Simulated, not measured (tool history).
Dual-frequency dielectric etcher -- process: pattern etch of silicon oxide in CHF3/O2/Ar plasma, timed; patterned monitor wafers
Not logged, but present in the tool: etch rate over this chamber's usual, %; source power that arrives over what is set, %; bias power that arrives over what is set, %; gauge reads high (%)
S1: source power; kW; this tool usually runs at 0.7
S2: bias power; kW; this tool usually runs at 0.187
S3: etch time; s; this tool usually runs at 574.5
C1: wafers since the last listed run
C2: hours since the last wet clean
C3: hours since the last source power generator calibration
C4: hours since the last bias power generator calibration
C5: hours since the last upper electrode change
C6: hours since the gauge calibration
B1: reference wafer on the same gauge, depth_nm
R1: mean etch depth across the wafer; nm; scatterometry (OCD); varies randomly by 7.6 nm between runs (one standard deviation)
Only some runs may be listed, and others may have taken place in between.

run   hour   S1     S2     S3   C1     C2      C3      C4      C5     C6      B1      R1
  1      0  0.7  0.187  574.5    0   36.2  3243.9  4342.9  3053.9  480.5  1097.6  1255.4
  2   21.2  0.7  0.166  574.5   68   57.4  3265.1  4364.1  3075.1  501.7  1101.2  1196.1
  3   42.6  0.7  0.219  574.5   69   78.8  3286.5  4385.5  3096.5  523.1  1100.2  1315.4
  4   67.8  0.7  0.219  574.5   81    104  3311.7  4410.7  3121.7  548.3  1103.2    1312
  5   91.5  0.7  0.187  574.5   76  127.7  3335.4  4434.4  3145.4    572  1100.1  1220.9
  6  119.7  0.7  0.187  574.5   91  155.9  3363.6  4462.6  3173.6  600.2  1102.3  1228.1
  7  144.8  0.7  0.187  574.5   81    181  3388.7  4487.7  3198.7  625.3  1099.9  1220.7
  8    165  0.7  0.221    685   65  201.2  3408.9  4507.9  3218.9  645.5  1101.3  1549.5
  9  196.2  0.7  0.187  574.5  101  232.4  3440.1  4539.1  3250.1  676.7  1100.8  1205.6
     238.1  -- upper electrode replaced
 10  238.6  0.7  0.187  574.5   59  274.8  3482.5  4581.5     0.5  719.1  1099.6  1209.6
 11  253.3  0.7  0.187    650   47  289.5  3497.2  4596.2    15.2  733.8  1098.7  1371.8
 12  274.9  0.7  0.187    650   69  311.1  3518.8  4617.8    36.8  755.4  1102.3  1355.9
 13  304.5  0.7  0.187    650   95  340.7  3548.4  4647.4    66.4    785  1101.1  1362.6
     350.6  -- gauge calibrated
     354.1  -- wet clean of the chamber
 14  354.6  0.7  0.187  574.5   84    0.5  3598.5  4697.5   116.5      4  1097.9  1261.7
 15  358.8  0.7  0.187  729.5   13    4.7  3602.7  4701.7   120.7    8.2  1099.4  1613.3
 16  373.4  0.8  0.212  449.5   47   19.3  3617.3  4716.3   135.3   22.8  1100.1  1058.2

Estimate the outcome of run 17 from the log above:
 17  399.9  0.7  0.187  574.5  85  45.8  3643.8  4742.8  161.8  49.3   ?   ?

Run 17 came out at B1 1101.7, R1 1269 nm.
The same run, on a tool lacking any hidden state, would have yielded R1 1261.6 nm.

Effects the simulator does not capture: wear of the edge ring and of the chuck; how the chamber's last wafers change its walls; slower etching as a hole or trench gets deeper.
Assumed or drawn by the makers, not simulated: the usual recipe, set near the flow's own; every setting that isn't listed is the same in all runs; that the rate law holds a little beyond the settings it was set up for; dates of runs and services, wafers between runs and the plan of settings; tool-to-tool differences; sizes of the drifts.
